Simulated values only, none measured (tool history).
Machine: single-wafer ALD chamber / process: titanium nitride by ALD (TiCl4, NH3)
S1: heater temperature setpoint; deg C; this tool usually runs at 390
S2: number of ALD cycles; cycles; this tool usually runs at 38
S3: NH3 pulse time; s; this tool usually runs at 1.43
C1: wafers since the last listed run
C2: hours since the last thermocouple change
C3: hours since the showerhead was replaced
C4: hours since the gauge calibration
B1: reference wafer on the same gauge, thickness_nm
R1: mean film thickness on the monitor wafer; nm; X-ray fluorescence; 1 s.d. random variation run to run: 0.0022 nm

| run | hour | S1 | S2 | S3 | C1 | C2 | C3 | C4 | B1 | R1 |
|---|---|---|---|---|---|---|---|---|---|---|
| 1 | 0.0 | 390 | 38 | 1.43 | 0 | 2345.5 | 2502.7 | 126.9 | 0.884 | 0.870 |
| 2 | 10.2 | 390 | 38 | 1.43 | 70 | 2355.7 | 2512.9 | 137.1 | 0.884 | 0.866 |
| 3 | 24.0 | 390 | 38 | 1.43 | 94 | 2369.5 | 2526.7 | 150.9 | 0.884 | 0.872 |
| 4 | 41.3 | 390 | 38 | 1.17 | 118 | 2386.8 | 2544.0 | 168.2 | 0.885 | 0.854 |
| 5 | 48.9 | 390 | 38 | 1.54 | 52 | 2394.4 | 2551.6 | 175.8 | 0.883 | 0.871 |
| 6 | 62.5 | 390 | 38 | 1.54 | 93 | 2408.0 | 2565.2 | 189.4 | 0.885 | 0.873 |
| 7 | 72.7 | 390 | 38 | 1.43 | 70 | 2418.2 | 2575.4 | 199.6 | 0.884 | 0.864 |
| 8 | 80.5 | 390 | 33 | 1.43 | 53 | 2426.0 | 2583.2 | 207.4 | 0.885 | 0.751 |
| 9 | 92.4 | 390 | 38 | 1.43 | 81 | 2437.9 | 2595.1 | 219.3 | 0.884 | 0.865 |
| 10 | 99.6 | 390 | 38 | 1.43 | 49 | 2445.1 | 2602.3 | 226.5 | 0.884 | 0.868 |

What will run 11 give?
| 11 | 125.5 | 390 | 38 | 1.43 | 177 | 2471.0 | 2628.2 | 252.4 | ? | ? |

B1: 0.884
R1: 0.869 nm
The same run, on a tool lacking any hidden state, would have yielded R1 0.869 nm.
